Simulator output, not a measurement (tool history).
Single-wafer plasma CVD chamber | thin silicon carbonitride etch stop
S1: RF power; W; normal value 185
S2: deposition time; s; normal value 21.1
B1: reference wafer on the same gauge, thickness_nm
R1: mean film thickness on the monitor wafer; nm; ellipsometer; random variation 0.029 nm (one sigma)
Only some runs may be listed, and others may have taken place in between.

{"run": 1, "hour": 0.0, "S1": 185, "S2": 21.1, "B1": 9.306, "R1": 10.878}
{"run": 2, "hour": 29.1, "S1": 185, "S2": 21.1, "B1": 9.298, "R1": 10.882}
{"run": 3, "hour": 61.4, "S1": 185, "S2": 21.1, "B1": 9.288, "R1": 10.849}
{"run": 4, "hour": 92.9, "S1": 185, "S2": 21.1, "B1": 9.305, "R1": 10.925}
{"run": 5, "hour": 114.0, "S1": 185, "S2": 21.1, "B1": 9.311, "R1": 10.837}
{"run": 6, "hour": 140.7, "S1": 185, "S2": 21.1, "B1": 9.308, "R1": 10.817}
{"run": 7, "hour": 176.0, "S1": 185, "S2": 18.4, "B1": 9.291, "R1": 9.42}
{"run": 8, "hour": 192.8, "S1": 185, "S2": 18.4, "B1": 9.297, "R1": 9.467}
{"run": 9, "hour": 222.6, "S1": 185, "S2": 18.4, "B1": 9.288, "R1": 9.454}
{"run": 10, "hour": 248.6, "S1": 185, "S2": 21.1, "B1": 9.304, "R1": 10.757}
{"hour": 284.7, "done": "gauge calibrated"}
{"hour": 326.6, "done": "RF generator calibrated"}
{"run": 11, "hour": 353.9, "S1": 185, "S2": 21.1, "B1": 9.309, "R1": 11.07}
{"run": 12, "hour": 377.2, "S1": 185, "S2": 21.1, "B1": 9.296, "R1": 11.018}
{"run": 13, "hour": 410.5, "S1": 210, "S2": 22.7, "B1": 9.308, "R1": 12.484}
{"hour": 429.8, "done": "showerhead replaced"}
{"run": 14, "hour": 430.3, "S1": 175, "S2": 21.1, "B1": 9.302, "R1": 10.854}
{"run": 15, "hour": 440.4, "S1": 155, "S2": 24.4, "B1": 9.298, "R1": 11.857}
{"run": 16, "hour": 465.7, "S1": 185, "S2": 21.1, "B1": 9.299, "R1": 11.067}
{"run": 17, "hour": 487.0, "S1": 200, "S2": 23.8, "B1": 9.294, "R1": 12.797}
{"run": 18, "hour": 499.3, "S1": 200, "S2": 18.1, "B1": 9.302, "R1": 9.732}
{"hour": 516.8, "done": "thermocouple changed; heater temperature recalibrated"}
{"run": 19, "hour": 517.3, "S1": 185, "S2": 24.5, "B1": 9.298, "R1": 12.821}
{"run": 20, "hour": 527.3, "S1": 205, "S2": 22.9, "B1": 9.296, "R1": 12.488}
{"run": 21, "hour": 553.7, "S1": 185, "S2": 18.3, "B1": 9.291, "R1": 9.544}
{"run": 22, "hour": 590.4, "S1": 170, "S2": 19.7, "B1": 9.307, "R1": 9.978}
{"run": 23, "hour": 672.3, "S1": 195, "S2": 21.1, "B1": 9.304, "R1": 11.272}

The same runs without the tool's hidden state, with the same run-to-run variation:
The hidden state here: wafer temperature above the value expected at the setpoint (K); delivered RF power above the setpoint (%); gauge reads high (%).
run=1 R1=11.152
run=2 R1=11.163
run=3 R1=11.136
run=4 R1=11.221
run=5 R1=11.136
run=6 R1=11.120
run=7 R1=9.691
run=8 R1=9.743
run=9 R1=9.735
run=10 R1=11.083
run=11 R1=11.156
run=12 R1=11.109
run=13 R1=12.595
run=14 R1=10.954
run=15 R1=11.969
run=16 R1=11.177
run=17 R1=12.929
run=18 R1=9.834
run=19 R1=12.960
run=20 R1=12.626
run=21 R1=9.655
run=22 R1=10.100
run=23 R1=11.428

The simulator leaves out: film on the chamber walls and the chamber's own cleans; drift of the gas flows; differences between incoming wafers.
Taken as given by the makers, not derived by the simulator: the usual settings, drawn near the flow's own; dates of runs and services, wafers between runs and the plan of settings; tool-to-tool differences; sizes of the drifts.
